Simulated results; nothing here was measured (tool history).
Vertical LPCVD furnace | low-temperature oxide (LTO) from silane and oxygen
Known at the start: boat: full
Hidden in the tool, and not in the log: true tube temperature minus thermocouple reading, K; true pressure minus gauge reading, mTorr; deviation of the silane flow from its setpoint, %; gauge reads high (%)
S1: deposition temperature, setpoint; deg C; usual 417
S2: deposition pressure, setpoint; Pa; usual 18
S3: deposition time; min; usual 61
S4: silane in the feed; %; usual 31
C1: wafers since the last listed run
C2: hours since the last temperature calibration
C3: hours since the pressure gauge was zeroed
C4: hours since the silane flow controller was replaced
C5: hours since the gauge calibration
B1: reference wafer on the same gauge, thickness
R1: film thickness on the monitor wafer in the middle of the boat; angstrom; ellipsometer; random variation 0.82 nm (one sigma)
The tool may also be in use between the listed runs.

run 1 hour=0 | S1=417 S2=18 S3=61 S4=31 | C1=0 C2=1300.1 C3=1906.9 C4=5670 C5=245.2 | B1=332.14 | R1=3160.5
run 2 hour=60 | S1=417 S2=18 S3=61 S4=31 | C1=971 C2=1360.1 C3=1966.9 C4=5730 C5=305.2 | B1=331.91 | R1=3174.4
run 3 hour=87.2 | S1=417 S2=18 S3=61 S4=31 | C1=440 C2=1387.3 C3=1994.1 C4=5757.2 C5=332.4 | B1=332.05 | R1=3151.8
run 4 hour=138.8 | S1=417 S2=18 S3=61 S4=31 | C1=835 C2=1438.9 C3=2045.7 C4=5808.8 C5=384 | B1=331.95 | R1=3180.9
run 5 hour=192.4 | S1=417 S2=18 S3=61 S4=31 | C1=868 C2=1492.5 C3=2099.3 C4=5862.4 C5=437.6 | B1=331.99 | R1=3156.8
run 6 hour=255.1 | S1=417 S2=18 S3=61 S4=31 | C1=1015 C2=1555.2 C3=2162 C4=5925.1 C5=500.3 | B1=332.17 | R1=3158.9
run 7 hour=286.3 | S1=420 S2=18 S3=61 S4=31 | C1=505 C2=1586.4 C3=2193.2 C4=5956.3 C5=531.5 | B1=332.03 | R1=3283.2
run 8 hour=355.8 | S1=420 S2=18 S3=61 S4=31 | C1=1125 C2=1655.9 C3=2262.7 C4=6025.8 C5=601 | B1=332.24 | R1=3274.7
run 9 hour=396.2 | S1=420 S2=18 S3=61 S4=31 | C1=654 C2=1696.3 C3=2303.1 C4=6066.2 C5=641.4 | B1=331.95 | R1=3269.9
run 10 hour=435.9 | S1=417 S2=18 S3=61 S4=31 | C1=642 C2=1736 C3=2342.8 C4=6105.9 C5=681.1 | B1=332.04 | R1=3176.2
run 11 hour=486.7 | S1=411 S2=15.3 S3=54 S4=36 | C1=822 C2=1786.8 C3=2393.6 C4=6156.7 C5=731.9 | B1=331.93 | R1=2749.4
-- hour=513.6 silane flow controller replaced
run 12 hour=517.2 | S1=427 S2=19.3 S3=61 S4=31 | C1=105 C2=1817.3 C3=2424.1 C4=3.6 C5=762.4 | B1=332.01 | R1=3778.4
-- hour=568.1 pressure gauge zeroed
run 13 hour=581 | S1=417 S2=18 S3=61 S4=31 | C1=644 C2=1881.1 C3=12.9 C4=67.4 C5=826.2 | B1=332.07 | R1=3238.5
run 14 hour=641.7 | S1=417 S2=18 S3=61 S4=31 | C1=983 C2=1941.8 C3=73.6 C4=128.1 C5=886.9 | B1=332.14 | R1=3239.6
-- hour=746.7 thermocouples replaced and temperature profile calibrated
run 15 hour=846.2 | S1=417 S2=20.7 S3=61 S4=26 | C1=2923 C2=99.5 C3=278.1 C4=332.6 C5=1091.4 | B1=332.01 | R1=2883.2
-- hour=884 pressure gauge zeroed, repeated, since the last time left the tool worse
run 16 hour=910.3 | S1=425 S2=15.3 S3=44 S4=28 | C1=649 C2=163.6 C3=26.3 C4=396.7 C5=1155.5 | B1=331.8 | R1=1789.4
run 17 hour=972.8 | S1=407 S2=14.7 S3=53.5 S4=27 | C1=1012 C2=226.1 C3=88.8 C4=459.2 C5=1218 | B1=332.05 | R1=1610.7
-- hour=994.8 gauge calibrated
run 18 hour=1018.6 | S1=425 S2=15.3 S3=44 S4=28 | C1=741 C2=271.9 C3=134.6 C4=505 C5=23.8 | B1=331.78 | R1=1794.9
run 19 hour=1057.2 | S1=417 S2=14 S3=61 S4=26 | C1=625 C2=310.5 C3=173.2 C4=543.6 C5=62.4 | B1=332.01 | R1=1874.6
run 20 hour=1114.5 | S1=421 S2=21.3 S3=82.5 S4=27 | C1=927 C2=367.8 C3=230.5 C4=600.9 C5=119.7 | B1=331.88 | R1=4260.4
run 21 hour=1186.2 | S1=417 S2=18 S3=47 S4=31 | C1=1161 C2=439.5 C3=302.2 C4=672.6 C5=191.4 | B1=331.87 | R1=2392.6
run 22 hour=1238.8 | S1=417 S2=19.3 S3=81.5 S4=26 | C1=851 C2=492.1 C3=354.8 C4=725.2 C5=244 | B1=331.76 | R1=3455.6
run 23 hour=1296.2 | S1=427 S2=16.7 S3=38.5 S4=27 | C1=929 C2=549.5 C3=412.2 C4=782.6 C5=301.4 | B1=331.63 | R1=1670.1
run 24 hour=1342.2 | S1=417 S2=18 S3=61 S4=31 | C1=744 C2=595.5 C3=458.2 C4=828.6 C5=347.4 | B1=331.78 | R1=3125
run 25 hour=1402.7 | S1=417 S2=14.7 S3=80.5 S4=31 | C1=979 C2=656 C3=518.7 C4=889.1 C5=407.9 | B1=332.03 | R1=3381
run 26 hour=1460.2 | S1=413 S2=18 S3=61 S4=27 | C1=931 C2=713.5 C3=576.2 C4=946.6 C5=465.4 | B1=331.63 | R1=2437.8
run 27 hour=1512.3 | S1=417 S2=18 S3=61 S4=31 | C1=843 C2=765.6 C3=628.3 C4=998.7 C5=517.5 | B1=332.16 | R1=3127.1
run 28 hour=1538.6 | S1=417 S2=18 S3=61 S4=31 | C1=425 C2=791.9 C3=654.6 C4=1025 C5=543.8 | B1=332.01 | R1=3139
run 29 hour=1599.6 | S1=425 S2=20 S3=61 S4=31 | C1=987 C2=852.9 C3=715.6 C4=1086 C5=604.8 | B1=331.79 | R1=3768.9
run 30 hour=1647.6 | S1=413 S2=21.3 S3=81 S4=26 | C1=777 C2=900.9 C3=763.6 C4=1134 C5=652.8 | B1=331.92 | R1=3631.8

5 ways to go on from here, each from the tool as it stands after run 30. What would each give?
run A hour=1652.4 | S1=411 S2=18 S3=61 S4=31 | C1=77 C2=905.7 C3=768.4 C4=1138.8 C5=657.6 | B1=? | R1=?
run B hour=1652.4 | S1=417 S2=20.7 S3=61 S4=28 | C1=77 C2=905.7 C3=768.4 C4=1138.8 C5=657.6 | B1=? | R1=?
run C hour=1652.4 | S1=408 S2=18 S3=42.5 S4=27 | C1=77 C2=905.7 C3=768.4 C4=1138.8 C5=657.6 | B1=? | R1=?
run D hour=1652.4 | S1=417 S2=18 S3=61 S4=26 | C1=77 C2=905.7 C3=768.4 C4=1138.8 C5=657.6 | B1=? | R1=?
run E hour=1652.4 | S1=405 S2=19.3 S3=61 S4=28 | C1=77 C2=905.7 C3=768.4 C4=1138.8 C5=657.6 | B1=? | R1=?

run=A B1=331.93 R1=2933
run=B B1=331.93 R1=3105.4
run=C B1=331.93 R1=1612.7
run=D B1=331.93 R1=2428.2
run=E B1=331.93 R1=2530.9
Without the tool's hidden state the same runs would have given:
run=A R1=2872.9
run=B R1=3049.8
run=C R1=1579.7
run=D R1=2378.4
run=E R1=2482.5

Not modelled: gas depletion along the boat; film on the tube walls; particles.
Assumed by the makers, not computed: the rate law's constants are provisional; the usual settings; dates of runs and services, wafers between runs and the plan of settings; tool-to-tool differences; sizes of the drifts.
